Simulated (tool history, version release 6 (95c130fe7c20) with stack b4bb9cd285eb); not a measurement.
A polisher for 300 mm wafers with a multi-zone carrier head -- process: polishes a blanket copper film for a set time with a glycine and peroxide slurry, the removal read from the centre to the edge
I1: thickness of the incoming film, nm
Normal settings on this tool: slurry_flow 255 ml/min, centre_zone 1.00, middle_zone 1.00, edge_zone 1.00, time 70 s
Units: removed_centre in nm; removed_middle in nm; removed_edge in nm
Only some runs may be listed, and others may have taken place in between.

{"run": 1, "day": 0.0, "slurry_flow": 255, "centre_zone": 1.0, "middle_zone": 0.91, "edge_zone": 1.0, "time": 70, "I1": 1171.9, "removed_centre": 364.6, "removed_middle": 337.6, "removed_edge": 384.9}
{"run": 2, "day": 4.242, "slurry_flow": 255, "centre_zone": 1.0, "middle_zone": 0.91, "edge_zone": 1.0, "time": 70, "I1": 1193.3, "removed_centre": 368.6, "removed_middle": 337.8, "removed_edge": 374.8}
{"run": 3, "day": 6.362, "slurry_flow": 255, "centre_zone": 1.0, "middle_zone": 0.91, "edge_zone": 1.0, "time": 70, "I1": 1204.4, "removed_centre": 372.4, "removed_middle": 342.6, "removed_edge": 381.5}
{"day": 7.779, "done": "worn pad replaced by a new one"}
{"run": 4, "day": 10.396, "slurry_flow": 255, "centre_zone": 1.0, "middle_zone": 1.0, "edge_zone": 1.0, "time": 70, "I1": 1174.9, "removed_centre": 370.2, "removed_middle": 370.4, "removed_edge": 374.8}
{"run": 5, "day": 13.092, "slurry_flow": 255, "centre_zone": 1.0, "middle_zone": 1.0, "edge_zone": 1.0, "time": 70, "I1": 1185.9, "removed_centre": 371.3, "removed_middle": 375.0, "removed_edge": 372.1}
{"run": 6, "day": 15.562, "slurry_flow": 255, "centre_zone": 1.0, "middle_zone": 1.0, "edge_zone": 1.0, "time": 70, "I1": 1184.8, "removed_centre": 371.6, "removed_middle": 370.2, "removed_edge": 379.5}
{"day": 16.554, "done": "edge zone pressure recalibrated"}
{"day": 17.138, "done": "slurry nozzle cleaned"}
{"day": 17.942, "done": "worn pad replaced by a new one"}
{"run": 7, "day": 19.158, "slurry_flow": 255, "centre_zone": 1.0, "middle_zone": 1.0, "edge_zone": 1.0, "time": 70, "I1": 1187.5, "removed_centre": 364.6, "removed_middle": 374.0, "removed_edge": 370.5}
{"run": 8, "day": 22.438, "slurry_flow": 255, "centre_zone": 1.0, "middle_zone": 1.0, "edge_zone": 1.0, "time": 70, "I1": 1168.9, "removed_centre": 369.2, "removed_middle": 371.6, "removed_edge": 381.3}
{"run": 9, "day": 25.379, "slurry_flow": 200, "centre_zone": 1.0, "middle_zone": 1.0, "edge_zone": 0.92, "time": 63, "I1": 1176.8, "removed_centre": 320.1, "removed_middle": 321.9, "removed_edge": 313.8}
{"day": 26.112, "done": "worn pad replaced by a new one"}
{"run": 10, "day": 28.825, "slurry_flow": 255, "centre_zone": 1.07, "middle_zone": 1.0, "edge_zone": 1.0, "time": 70, "I1": 1191.8, "removed_centre": 395.3, "removed_middle": 376.3, "removed_edge": 377.9}
{"day": 28.962, "done": "centre zone pressure recalibrated"}
{"run": 11, "day": 30.925, "slurry_flow": 255, "centre_zone": 1.0, "middle_zone": 1.0, "edge_zone": 1.0, "time": 70, "I1": 1184.3, "removed_centre": 363.9, "removed_middle": 372.5, "removed_edge": 380.0}
{"day": 32.083, "done": "carrier head's membrane replaced by a new one"}
{"run": 12, "day": 34.512, "slurry_flow": 255, "centre_zone": 0.93, "middle_zone": 1.0, "edge_zone": 1.0, "time": 70, "I1": 1194.3, "removed_centre": 344.5, "removed_middle": 372.3, "removed_edge": 378.8}
{"day": 36.325, "done": "worn pad replaced by a new one"}
{"run": 13, "day": 38.067, "slurry_flow": 255, "centre_zone": 1.0, "middle_zone": 1.0, "edge_zone": 1.0, "time": 70, "I1": 1167.9, "removed_centre": 370.9, "removed_middle": 372.3, "removed_edge": 378.9}
{"run": 14, "day": 40.904, "slurry_flow": 255, "centre_zone": 0.96, "middle_zone": 1.05, "edge_zone": 0.97, "time": 70, "I1": 1178.6, "removed_centre": 360.5, "removed_middle": 381.6, "removed_edge": 367.9}
{"run": 15, "day": 43.654, "slurry_flow": 190, "centre_zone": 1.0, "middle_zone": 0.95, "edge_zone": 1.0, "time": 70, "I1": 1184.1, "removed_centre": 361.2, "removed_middle": 347.6, "removed_edge": 372.2}
{"day": 45.117, "done": "worn pad replaced by a new one"}
{"day": 46.179, "done": "slurry nozzle cleaned"}
{"run": 16, "day": 47.642, "slurry_flow": 255, "centre_zone": 1.0, "middle_zone": 1.0, "edge_zone": 0.95, "time": 70, "I1": 1175.1, "removed_centre": 370.1, "removed_middle": 372.7, "removed_edge": 374.9}

Forecast each of these 5 alternatives for the next run:
{"run": "A", "day": 47.658, "slurry_flow": 255, "centre_zone": 1.0, "middle_zone": 1.0, "edge_zone": 1.07, "time": 70, "I1": 1169.4, "removed_centre": "?", "removed_middle": "?", "removed_edge": "?"}
{"run": "B", "day": 47.658, "slurry_flow": 285, "centre_zone": 1.0, "middle_zone": 1.0, "edge_zone": 1.0, "time": 64, "I1": 1169.4, "removed_centre": "?", "removed_middle": "?", "removed_edge": "?"}
{"run": "C", "day": 47.658, "slurry_flow": 255, "centre_zone": 0.92, "middle_zone": 0.88, "edge_zone": 1.0, "time": 70, "I1": 1169.4, "removed_centre": "?", "removed_middle": "?", "removed_edge": "?"}
{"run": "D", "day": 47.658, "slurry_flow": 310, "centre_zone": 1.09, "middle_zone": 1.0, "edge_zone": 1.05, "time": 51, "I1": 1169.4, "removed_centre": "?", "removed_middle": "?", "removed_edge": "?"}
{"run": "E", "day": 47.658, "slurry_flow": 290, "centre_zone": 1.0, "middle_zone": 1.0, "edge_zone": 1.09, "time": 70, "I1": 1169.4, "removed_centre": "?", "removed_middle": "?", "removed_edge": "?"}

run=A removed_centre=368.3 removed_middle=367.8 removed_edge=389.2
run=B removed_centre=340.1 removed_middle=339.4 removed_edge=346.5
run=C removed_centre=338.3 removed_middle=330.7 removed_edge=377.1
run=D removed_centre=297.7 removed_middle=272.0 removed_edge=284.2
run=E removed_centre=372.5 removed_middle=371.6 removed_edge=395.9
What these runs would have given with no unlogged condition in the tool:
run=A removed_centre=368.3 removed_middle=367.8 removed_edge=389.2
run=B removed_centre=340.1 removed_middle=339.4 removed_edge=346.5
run=C removed_centre=338.3 removed_middle=330.7 removed_edge=377.1
run=D removed_centre=297.7 removed_middle=272.0 removed_edge=284.2
run=E removed_centre=372.5 removed_middle=371.6 removed_edge=395.9

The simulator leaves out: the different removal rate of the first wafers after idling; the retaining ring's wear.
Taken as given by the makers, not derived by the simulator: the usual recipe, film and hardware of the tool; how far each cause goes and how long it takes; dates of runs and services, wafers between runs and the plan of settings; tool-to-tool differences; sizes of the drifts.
